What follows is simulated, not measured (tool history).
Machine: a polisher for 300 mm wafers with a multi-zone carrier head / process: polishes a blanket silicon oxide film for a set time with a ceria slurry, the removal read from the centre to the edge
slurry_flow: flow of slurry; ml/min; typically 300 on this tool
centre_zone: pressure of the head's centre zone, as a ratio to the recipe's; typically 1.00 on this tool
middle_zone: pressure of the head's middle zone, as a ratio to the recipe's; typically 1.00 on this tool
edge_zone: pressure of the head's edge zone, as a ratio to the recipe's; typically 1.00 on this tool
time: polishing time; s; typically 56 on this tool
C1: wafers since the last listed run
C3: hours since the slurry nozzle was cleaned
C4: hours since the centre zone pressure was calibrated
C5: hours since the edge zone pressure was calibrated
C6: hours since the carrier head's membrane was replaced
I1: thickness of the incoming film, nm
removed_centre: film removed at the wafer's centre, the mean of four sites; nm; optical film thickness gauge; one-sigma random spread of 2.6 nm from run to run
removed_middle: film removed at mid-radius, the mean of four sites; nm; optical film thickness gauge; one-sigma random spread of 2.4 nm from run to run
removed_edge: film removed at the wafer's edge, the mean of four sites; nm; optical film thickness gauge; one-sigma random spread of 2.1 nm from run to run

{"run": 1, "day": 0.0, "slurry_flow": 300, "centre_zone": 1.0, "middle_zone": 1.0, "edge_zone": 1.0, "time": 56, "C1": 0, "wafers polished on this pad": 5516, "C3": 59.9, "C4": 466.9, "C5": 439.7, "C6": 551.0, "I1": 764.4, "removed_centre": 221.3, "removed_middle": 207.3, "removed_edge": 205.7}
{"day": 1.971, "done": "edge zone pressure recalibrated"}
{"day": 2.554, "done": "centre zone pressure recalibrated"}
{"day": 2.575, "done": "worn pad replaced by a new one"}
{"run": 2, "day": 2.596, "slurry_flow": 300, "centre_zone": 1.0, "middle_zone": 1.0, "edge_zone": 1.0, "time": 56, "C1": 602, "wafers polished on this pad": 5, "C3": 122.2, "C4": 1.0, "C5": 15.0, "C6": 613.3, "I1": 767.9, "removed_centre": 229.6, "removed_middle": 232.1, "removed_edge": 230.9}
{"run": 3, "day": 4.617, "slurry_flow": 260, "centre_zone": 1.0, "middle_zone": 1.0, "edge_zone": 1.0, "time": 56, "C1": 505, "wafers polished on this pad": 511, "C3": 170.7, "C4": 49.5, "C5": 63.5, "C6": 661.8, "I1": 769.6, "removed_centre": 228.2, "removed_middle": 228.3, "removed_edge": 230.1}
{"run": 4, "day": 8.408, "slurry_flow": 260, "centre_zone": 1.0, "middle_zone": 1.0, "edge_zone": 1.0, "time": 56, "C1": 949, "wafers polished on this pad": 1460, "C3": 261.7, "C4": 140.5, "C5": 154.5, "C6": 752.8, "I1": 776.0, "removed_centre": 226.9, "removed_middle": 230.6, "removed_edge": 220.9}
{"run": 5, "day": 10.933, "slurry_flow": 300, "centre_zone": 1.08, "middle_zone": 1.0, "edge_zone": 1.0, "time": 56, "C1": 632, "wafers polished on this pad": 2092, "C3": 322.3, "C4": 201.1, "C5": 215.1, "C6": 813.4, "I1": 772.3, "removed_centre": 247.7, "removed_middle": 230.3, "removed_edge": 227.4}
{"run": 6, "day": 14.312, "slurry_flow": 260, "centre_zone": 1.0, "middle_zone": 1.0, "edge_zone": 1.0, "time": 56, "C1": 845, "wafers polished on this pad": 2938, "C3": 403.4, "C4": 282.2, "C5": 296.2, "C6": 894.5, "I1": 783.7, "removed_centre": 221.5, "removed_middle": 223.5, "removed_edge": 217.8}
{"run": 7, "day": 16.942, "slurry_flow": 320, "centre_zone": 1.0, "middle_zone": 1.0, "edge_zone": 1.0, "time": 56, "C1": 658, "wafers polished on this pad": 3596, "C3": 466.5, "C4": 345.3, "C5": 359.3, "C6": 957.6, "I1": 769.7, "removed_centre": 230.9, "removed_middle": 225.8, "removed_edge": 220.3}
{"run": 8, "day": 20.112, "slurry_flow": 300, "centre_zone": 1.06, "middle_zone": 1.0, "edge_zone": 1.0, "time": 56, "C1": 793, "wafers polished on this pad": 4390, "C3": 542.6, "C4": 421.4, "C5": 435.4, "C6": 1033.7, "I1": 764.9, "removed_centre": 246.5, "removed_middle": 219.0, "removed_edge": 214.7}
{"day": 23.183, "done": "worn pad replaced by a new one"}
{"run": 9, "day": 24.079, "slurry_flow": 300, "centre_zone": 1.0, "middle_zone": 1.0, "edge_zone": 1.0, "time": 56, "C1": 951, "wafers polished on this pad": 224, "C3": 637.8, "C4": 516.6, "C5": 530.6, "C6": 1128.9, "I1": 777.4, "removed_centre": 258.3, "removed_middle": 238.1, "removed_edge": 229.3}
{"day": 26.217, "done": "carrier head's membrane replaced by a new one"}
{"day": 26.342, "done": "centre zone pressure recalibrated"}
{"day": 26.596, "done": "slurry nozzle cleaned"}
{"day": 28.496, "done": "edge zone pressure recalibrated"}
{"run": 10, "day": 28.571, "slurry_flow": 335, "centre_zone": 1.0, "middle_zone": 1.11, "edge_zone": 1.0, "time": 56, "C1": 1020, "wafers polished on this pad": 1244, "C3": 47.4, "C4": 53.5, "C5": 1.8, "C6": 56.5, "I1": 767.6, "removed_centre": 223.5, "removed_middle": 258.9, "removed_edge": 230.4}
{"run": 11, "day": 30.4, "slurry_flow": 300, "centre_zone": 1.0, "middle_zone": 1.0, "edge_zone": 0.88, "time": 56, "C1": 457, "wafers polished on this pad": 1702, "C3": 91.3, "C4": 97.4, "C5": 45.7, "C6": 100.4, "I1": 767.5, "removed_centre": 228.3, "removed_middle": 227.1, "removed_edge": 218.0}
{"run": 12, "day": 31.95, "slurry_flow": 355, "centre_zone": 1.0, "middle_zone": 1.08, "edge_zone": 1.0, "time": 56, "C1": 388, "wafers polished on this pad": 2090, "C3": 128.5, "C4": 134.6, "C5": 82.9, "C6": 137.6, "I1": 766.5, "removed_centre": 226.9, "removed_middle": 251.8, "removed_edge": 229.3}
{"run": 13, "day": 33.958, "slurry_flow": 300, "centre_zone": 1.0, "middle_zone": 1.0, "edge_zone": 1.08, "time": 56, "C1": 502, "wafers polished on this pad": 2593, "C3": 176.7, "C4": 182.8, "C5": 131.1, "C6": 185.8, "I1": 770.4, "removed_centre": 222.5, "removed_middle": 228.6, "removed_edge": 233.0}
{"run": 14, "day": 37.279, "slurry_flow": 350, "centre_zone": 1.0, "middle_zone": 1.0, "edge_zone": 0.97, "time": 56, "C1": 831, "wafers polished on this pad": 3424, "C3": 256.4, "C4": 262.5, "C5": 210.8, "C6": 265.5, "I1": 761.7, "removed_centre": 224.8, "removed_middle": 224.7, "removed_edge": 218.9}
{"run": 15, "day": 39.408, "slurry_flow": 300, "centre_zone": 1.0, "middle_zone": 1.0, "edge_zone": 1.0, "time": 56, "C1": 533, "wafers polished on this pad": 3957, "C3": 307.5, "C4": 313.6, "C5": 261.9, "C6": 316.6, "I1": 756.1, "removed_centre": 220.3, "removed_middle": 221.1, "removed_edge": 219.5}
{"run": 16, "day": 41.888, "slurry_flow": 300, "centre_zone": 1.0, "middle_zone": 1.0, "edge_zone": 1.0, "time": 56, "C1": 620, "wafers polished on this pad": 4578, "C3": 367.0, "C4": 373.1, "C5": 321.4, "C6": 376.1, "I1": 771.2, "removed_centre": 218.0, "removed_middle": 215.7, "removed_edge": 215.6}
{"day": 43.504, "done": "worn pad replaced by a new one"}
{"run": 17, "day": 43.525, "slurry_flow": 220, "centre_zone": 1.0, "middle_zone": 1.11, "edge_zone": 1.0, "time": 56, "C1": 368, "wafers polished on this pad": 5, "C3": 406.3, "C4": 412.4, "C5": 360.7, "C6": 415.4, "I1": 780.1, "removed_centre": 229.1, "removed_middle": 249.8, "removed_edge": 228.7}
{"run": 18, "day": 46.304, "slurry_flow": 300, "centre_zone": 1.0, "middle_zone": 1.0, "edge_zone": 1.0, "time": 56, "C1": 695, "wafers polished on this pad": 700, "C3": 473.0, "C4": 479.1, "C5": 427.4, "C6": 482.1, "I1": 760.2, "removed_centre": 243.4, "removed_middle": 241.1, "removed_edge": 233.2}
{"run": 19, "day": 50.071, "slurry_flow": 360, "centre_zone": 1.0, "middle_zone": 1.0, "edge_zone": 1.0, "time": 56, "C1": 942, "wafers polished on this pad": 1643, "C3": 563.4, "C4": 569.5, "C5": 517.8, "C6": 572.5, "I1": 763.7, "removed_centre": 256.5, "removed_middle": 238.9, "removed_edge": 232.5}
{"day": 51.096, "done": "centre zone pressure recalibrated"}
{"day": 54.3, "done": "edge zone pressure recalibrated"}
{"run": 20, "day": 56.012, "slurry_flow": 300, "centre_zone": 0.95, "middle_zone": 1.0, "edge_zone": 1.09, "time": 56, "C1": 1445, "wafers polished on this pad": 3089, "C3": 706.0, "C4": 118.0, "C5": 41.1, "C6": 715.1, "I1": 753.1, "removed_centre": 210.2, "removed_middle": 229.6, "removed_edge": 232.3}
{"day": 58.992, "done": "slurry nozzle cleaned"}
{"run": 21, "day": 64.658, "slurry_flow": 220, "centre_zone": 1.0, "middle_zone": 1.1, "edge_zone": 1.0, "time": 56, "C1": 2154, "wafers polished on this pad": 5243, "C3": 136.0, "C4": 325.5, "C5": 248.6, "C6": 922.6, "I1": 771.7, "removed_centre": 207.9, "removed_middle": 223.9, "removed_edge": 198.8}
{"day": 66.512, "done": "worn pad replaced by a new one"}
{"run": 22, "day": 67.225, "slurry_flow": 300, "centre_zone": 1.0, "middle_zone": 1.0, "edge_zone": 1.0, "time": 56, "C1": 600, "wafers polished on this pad": 178, "C3": 197.6, "C4": 387.1, "C5": 310.2, "C6": 984.2, "I1": 763.5, "removed_centre": 246.3, "removed_middle": 236.8, "removed_edge": 230.1}
{"run": 23, "day": 68.996, "slurry_flow": 300, "centre_zone": 1.11, "middle_zone": 1.0, "edge_zone": 1.0, "time": 56, "C1": 443, "wafers polished on this pad": 621, "C3": 240.1, "C4": 429.6, "C5": 352.7, "C6": 1026.7, "I1": 772.6, "removed_centre": 271.8, "removed_middle": 235.0, "removed_edge": 230.0}

For some of the steps in removed_centre from one run to the next: how much would appear even if the tool had no hidden state, given the settings, what came in and random variation, and how much remains for the hidden state plus any gauge scatter that the measured result and the result without hidden state don't share?
Unlogged tool condition in this case: removal rate lost through wear of the pad, %; slurry flow missing at the pad, %; deviation of the centre zone's pressure from its setpoint, %; deviation of the edge zone's pressure from its setpoint, %.
Run 9 -> 10: slurry_flow 300 -> 335, middle_zone 1.00 -> 1.11, carrier head's membrane replaced by a new one, centre zone pressure recalibrated, slurry nozzle cleaned, edge zone pressure recalibrated. removed_centre -34.8 nm: hidden state -29.8, all else -5.0.
Run 19 -> 20: slurry_flow 360 -> 300, centre_zone 1.00 -> 0.95, edge_zone 1.00 -> 1.09, centre zone pressure recalibrated, edge zone pressure recalibrated. removed_centre -46.3 nm: hidden state -27.7, all else -18.6.
Run 21 -> 22: slurry_flow 220 -> 300, middle_zone 1.10 -> 1.00, worn pad replaced by a new one. removed_centre +38.4 nm: hidden state +26.8, all else +11.6.

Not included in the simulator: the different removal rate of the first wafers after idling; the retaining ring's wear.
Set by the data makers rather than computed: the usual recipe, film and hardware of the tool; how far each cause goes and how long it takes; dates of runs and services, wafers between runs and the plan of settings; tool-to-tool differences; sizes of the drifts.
